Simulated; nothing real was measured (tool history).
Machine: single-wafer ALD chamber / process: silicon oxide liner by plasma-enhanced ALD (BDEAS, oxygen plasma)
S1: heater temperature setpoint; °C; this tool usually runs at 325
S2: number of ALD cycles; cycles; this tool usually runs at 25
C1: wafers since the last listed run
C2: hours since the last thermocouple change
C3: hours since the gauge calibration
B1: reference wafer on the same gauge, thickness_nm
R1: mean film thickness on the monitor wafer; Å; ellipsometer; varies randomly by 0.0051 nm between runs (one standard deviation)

run 1 day=0 | S1=325 S2=25 | C1=0 C2=209.6 C3=2400 | B1=2.183 | R1=20.89
run 2 day=2.304 | S1=321 S2=23 | C1=617 C2=264.9 C3=2455.3 | B1=2.182 | R1=19.33
run 3 day=4.283 | S1=325 S2=25 | C1=530 C2=312.4 C3=2502.8 | B1=2.184 | R1=20.87
run 4 day=8.654 | S1=325 S2=25 | C1=1171 C2=417.3 C3=2607.7 | B1=2.183 | R1=20.84
run 5 day=14.717 | S1=325 S2=25 | C1=1625 C2=562.8 C3=2753.2 | B1=2.182 | R1=20.83
run 6 day=16.571 | S1=325 S2=26 | C1=497 C2=607.3 C3=2797.7 | B1=2.183 | R1=21.76
run 7 day=19.312 | S1=325 S2=26 | C1=734 C2=673.1 C3=2863.5 | B1=2.184 | R1=21.76
run 8 day=22.471 | S1=325 S2=26 | C1=846 C2=748.9 C3=2939.3 | B1=2.185 | R1=21.73
run 9 day=26.146 | S1=336 S2=25 | C1=985 C2=837.1 C3=3027.5 | B1=2.183 | R1=20.63
run 10 day=28.796 | S1=336 S2=25 | C1=710 C2=900.7 C3=3091.1 | B1=2.185 | R1=20.54
run 11 day=30.508 | S1=333 S2=25 | C1=459 C2=941.8 C3=3132.2 | B1=2.184 | R1=20.7
run 12 day=32.938 | S1=333 S2=25 | C1=651 C2=1000.1 C3=3190.5 | B1=2.184 | R1=20.71
run 13 day=35.317 | S1=333 S2=25 | C1=637 C2=1057.2 C3=3247.6 | B1=2.183 | R1=20.66
run 14 day=39.229 | S1=325 S2=28 | C1=1048 C2=1151.1 C3=3341.5 | B1=2.185 | R1=23.46
run 15 day=41.762 | S1=325 S2=28 | C1=679 C2=1211.9 C3=3402.3 | B1=2.183 | R1=23.43
-- day=43.212 gauge calibrated
run 16 day=45.396 | S1=325 S2=28 | C1=973 C2=1299.1 C3=52.4 | B1=2.139 | R1=22.97
run 17 day=49.129 | S1=325 S2=25 | C1=1000 C2=1388.7 C3=142 | B1=2.142 | R1=20.53
run 18 day=51.604 | S1=325 S2=25 | C1=663 C2=1448.1 C3=201.4 | B1=2.145 | R1=20.54
run 19 day=54.317 | S1=325 S2=25 | C1=727 C2=1513.2 C3=266.5 | B1=2.145 | R1=20.53
run 20 day=56.358 | S1=325 S2=23 | C1=547 C2=1562.2 C3=315.5 | B1=2.148 | R1=18.92
run 21 day=59.046 | S1=325 S2=23 | C1=720 C2=1626.7 C3=380 | B1=2.149 | R1=18.93
run 22 day=60.708 | S1=325 S2=25 | C1=445 C2=1666.6 C3=419.9 | B1=2.151 | R1=20.64
run 23 day=64.833 | S1=338 S2=25 | C1=1105 C2=1765.6 C3=518.9 | B1=2.153 | R1=20.26
run 24 day=68.996 | S1=321 S2=25 | C1=1115 C2=1865.5 C3=618.8 | B1=2.155 | R1=20.73
run 25 day=72.333 | S1=330 S2=21 | C1=894 C2=1945.6 C3=698.9 | B1=2.157 | R1=17.26
-- day=72.912 thermocouple changed; heater temperature recalibrated
run 26 day=73.992 | S1=312 S2=23 | C1=355 C2=25.9 C3=738.7 | B1=2.158 | R1=19.32
run 27 day=75.888 | S1=333 S2=25 | C1=508 C2=71.4 C3=784.2 | B1=2.16 | R1=20.43
run 28 day=79.938 | S1=318 S2=28 | C1=1085 C2=168.6 C3=881.4 | B1=2.16 | R1=23.32
run 29 day=83.575 | S1=325 S2=25 | C1=975 C2=255.9 C3=968.7 | B1=2.161 | R1=20.64
run 30 day=86.962 | S1=325 S2=25 | C1=908 C2=337.2 C3=1050 | B1=2.164 | R1=20.7
run 31 day=91.229 | S1=338 S2=27 | C1=1143 C2=439.6 C3=1152.4 | B1=2.164 | R1=21.96
run 32 day=93.546 | S1=325 S2=25 | C1=620 C2=495.2 C3=1208 | B1=2.164 | R1=20.68
run 33 day=96.512 | S1=325 S2=25 | C1=795 C2=566.4 C3=1279.2 | B1=2.164 | R1=20.78
run 34 day=98.771 | S1=337 S2=29 | C1=605 C2=620.6 C3=1333.4 | B1=2.166 | R1=23.65
run 35 day=102.979 | S1=321 S2=25 | C1=1128 C2=721.6 C3=1434.4 | B1=2.169 | R1=20.87
run 36 day=104.929 | S1=330 S2=25 | C1=522 C2=768.4 C3=1481.2 | B1=2.168 | R1=20.56
run 37 day=106.933 | S1=325 S2=25 | C1=537 C2=816.5 C3=1529.3 | B1=2.169 | R1=20.75
run 38 day=109.938 | S1=325 S2=25 | C1=805 C2=888.6 C3=1601.4 | B1=2.168 | R1=20.8
run 39 day=113.088 | S1=330 S2=23 | C1=844 C2=964.2 C3=1677 | B1=2.17 | R1=18.98
run 40 day=117.092 | S1=325 S2=25 | C1=1073 C2=1060.3 C3=1773.1 | B1=2.169 | R1=20.78
run 41 day=119.704 | S1=329 S2=29 | C1=700 C2=1123 C3=1835.8 | B1=2.172 | R1=23.97
run 42 day=121.554 | S1=336 S2=22 | C1=495 C2=1167.4 C3=1880.2 | B1=2.172 | R1=17.98
run 43 day=124.446 | S1=325 S2=27 | C1=775 C2=1236.8 C3=1949.6 | B1=2.172 | R1=22.49
run 44 day=126.408 | S1=332 S2=26 | C1=526 C2=1283.9 C3=1996.7 | B1=2.171 | R1=21.4

4 options for the next run, each taken on its own from the tool as it stands now. Forecast them:
run A day=126.425 | S1=325 S2=25 | C1=4 C2=1284.3 C3=1997.1 | B1=? | R1=?
run B day=126.425 | S1=325 S2=29 | C1=4 C2=1284.3 C3=1997.1 | B1=? | R1=?
run C day=126.425 | S1=314 S2=29 | C1=4 C2=1284.3 C3=1997.1 | B1=? | R1=?
run D day=126.425 | S1=318 S2=25 | C1=4 C2=1284.3 C3=1997.1 | B1=? | R1=?

run=A B1=2.171 R1=20.78
run=B B1=2.171 R1=24.11
run=C B1=2.171 R1=24.45
run=D B1=2.171 R1=20.97
With the hidden condition removed and each run's random variation left untouched, the same runs would have given:
run=A R1=20.57
run=B R1=23.87
run=C R1=24.2
run=D R1=20.76
